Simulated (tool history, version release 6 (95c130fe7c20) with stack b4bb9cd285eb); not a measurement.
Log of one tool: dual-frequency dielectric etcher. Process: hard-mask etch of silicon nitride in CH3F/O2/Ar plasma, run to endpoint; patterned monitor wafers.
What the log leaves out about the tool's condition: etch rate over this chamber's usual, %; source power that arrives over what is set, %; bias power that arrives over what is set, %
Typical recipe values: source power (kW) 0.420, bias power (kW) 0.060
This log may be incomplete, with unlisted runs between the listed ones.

| run | hour | source power (kW) | bias power (kW) | wafers since the last listed run | hours since the last wet clean | hours since the last source power generator calibration | hours since the last bias power generator calibration | hours since the last upper electrode change | incoming incoming film thickness, nm | endpoint time (s) |
|---|---|---|---|---|---|---|---|---|---|---|
| 1 | 0.0 | 0.420 | 0.060 | 0 | 435.4 | 3882.6 | 1131.1 | 3812.9 | 44.02 | 66.4 |
|  | 50.5 | wet clean of the chamber |
| 2 | 51.0 | 0.420 | 0.060 | 292 | 0.5 | 3933.6 | 1182.1 | 3863.9 | 44.50 | 65.3 |
| 3 | 67.4 | 0.420 | 0.060 | 177 | 16.9 | 3950.0 | 1198.5 | 3880.3 | 43.97 | 65.0 |
| 4 | 106.5 | 0.420 | 0.048 | 424 | 56.0 | 3989.1 | 1237.6 | 3919.4 | 43.88 | 68.2 |
| 5 | 148.8 | 0.420 | 0.048 | 458 | 98.3 | 4031.4 | 1279.9 | 3961.7 | 43.75 | 67.7 |
| 6 | 197.4 | 0.420 | 0.060 | 527 | 146.9 | 4080.0 | 1328.5 | 4010.3 | 44.17 | 65.2 |
| 7 | 231.1 | 0.420 | 0.060 | 365 | 180.6 | 4113.7 | 1362.2 | 4044.0 | 44.02 | 65.6 |
| 8 | 257.7 | 0.420 | 0.064 | 288 | 207.2 | 4140.3 | 1388.8 | 4070.6 | 44.57 | 64.5 |
| 9 | 323.5 | 0.420 | 0.064 | 713 | 273.0 | 4206.1 | 1454.6 | 4136.4 | 44.03 | 64.7 |
| 10 | 387.1 | 0.420 | 0.064 | 689 | 336.6 | 4269.7 | 1518.2 | 4200.0 | 43.48 | 64.3 |
| 11 | 432.9 | 0.420 | 0.060 | 496 | 382.4 | 4315.5 | 1564.0 | 4245.8 | 43.97 | 65.7 |
| 12 | 503.8 | 0.420 | 0.055 | 768 | 453.3 | 4386.4 | 1634.9 | 4316.7 | 44.29 | 67.9 |
| 13 | 538.8 | 0.420 | 0.060 | 379 | 488.3 | 4421.4 | 1669.9 | 4351.7 | 43.78 | 65.7 |
|  | 566.7 | wet clean of the chamber |
|  | 633.0 | upper electrode replaced |
| 14 | 633.5 | 0.350 | 0.060 | 506 | 66.8 | 4516.1 | 1764.6 | 0.5 | 43.89 | 65.3 |
| 15 | 656.9 | 0.420 | 0.065 | 253 | 90.2 | 4539.5 | 1788.0 | 23.9 | 43.99 | 59.6 |
| 16 | 764.0 | 0.420 | 0.065 | 1161 | 197.3 | 4646.6 | 1895.1 | 131.0 | 44.22 | 60.0 |
|  | 825.1 | source power generator calibrated |
| 17 | 867.2 | 0.450 | 0.049 | 1075 | 300.5 | 42.1 | 1998.3 | 234.2 | 43.62 | 61.9 |
| 18 | 898.4 | 0.420 | 0.060 | 338 | 331.7 | 73.3 | 2029.5 | 265.4 | 44.16 | 61.5 |
|  | 960.4 | wet clean of the chamber, repeated, since the last time left the tool worse |
| 19 | 967.8 | 0.460 | 0.047 | 492 | 7.4 | 142.7 | 2098.9 | 334.8 | 43.96 | 65.8 |
| 20 | 1066.8 | 0.420 | 0.060 | 1073 | 106.4 | 241.7 | 2197.9 | 433.8 | 43.80 | 65.0 |
| 21 | 1092.0 | 0.450 | 0.049 | 273 | 131.6 | 266.9 | 2223.1 | 459.0 | 43.76 | 65.6 |
| 22 | 1140.1 | 0.420 | 0.060 | 521 | 179.7 | 315.0 | 2271.2 | 507.1 | 44.25 | 65.4 |
| 23 | 1177.3 | 0.360 | 0.067 | 403 | 216.9 | 352.2 | 2308.4 | 544.3 | 44.34 | 69.2 |
| 24 | 1204.7 | 0.350 | 0.073 | 297 | 244.3 | 379.6 | 2335.8 | 571.7 | 44.09 | 67.3 |
|  | 1232.9 | bias power generator calibrated |
| 25 | 1233.4 | 0.420 | 0.060 | 267 | 273.0 | 408.3 | 0.5 | 600.4 | 43.96 | 65.9 |
| 26 | 1261.8 | 0.370 | 0.072 | 308 | 301.4 | 436.7 | 28.9 | 628.8 | 44.36 | 66.1 |
| 27 | 1307.0 | 0.420 | 0.064 | 490 | 346.6 | 481.9 | 74.1 | 674.0 | 43.77 | 64.2 |
| 28 | 1375.1 | 0.470 | 0.054 | 738 | 414.7 | 550.0 | 142.2 | 742.1 | 44.07 | 64.9 |
| 29 | 1402.9 | 0.380 | 0.067 | 301 | 442.5 | 577.8 | 170.0 | 769.9 | 43.69 | 67.4 |
| 30 | 1457.8 | 0.460 | 0.060 | 595 | 497.4 | 632.7 | 224.9 | 824.8 | 43.90 | 64.0 |
| 31 | 1512.8 | 0.490 | 0.047 | 596 | 552.4 | 687.7 | 279.9 | 879.8 | 44.06 | 66.2 |
|  | 1572.4 | wet clean of the chamber |
| 32 | 1572.9 | 0.330 | 0.052 | 391 | 0.5 | 747.8 | 340.0 | 939.9 | 43.80 | 74.3 |
| 33 | 1587.8 | 0.480 | 0.072 | 161 | 15.4 | 762.7 | 354.9 | 954.8 | 44.00 | 58.9 |

Measured result minus the same run's result without the hidden state. Both carry the same run-to-run variation, though not necessarily the same gauge scatter:
| run | endpoint time (s) |
|---|---|
| 1 | +2.0 |
| 2 | -0.3 |
| 3 | -0.2 |
| 4 | +0.0 |
| 5 | +0.2 |
| 6 | +0.4 |
| 7 | +0.6 |
| 8 | +0.7 |
| 9 | +1.0 |
| 10 | +1.3 |
| 11 | +1.5 |
| 12 | +1.9 |
| 13 | +2.0 |
| 14 | -4.2 |
| 15 | -3.8 |
| 16 | -3.3 |
| 17 | -2.9 |
| 18 | -2.8 |
| 19 | +0.0 |
| 20 | +0.5 |
| 21 | +0.6 |
| 22 | +0.9 |
| 23 | +1.1 |
| 24 | +1.2 |
| 25 | +1.3 |
| 26 | +1.4 |
| 27 | +1.7 |
| 28 | +1.9 |
| 29 | +2.1 |
| 30 | +2.3 |
| 31 | +2.7 |
| 32 | +0.1 |
| 33 | +0.2 |
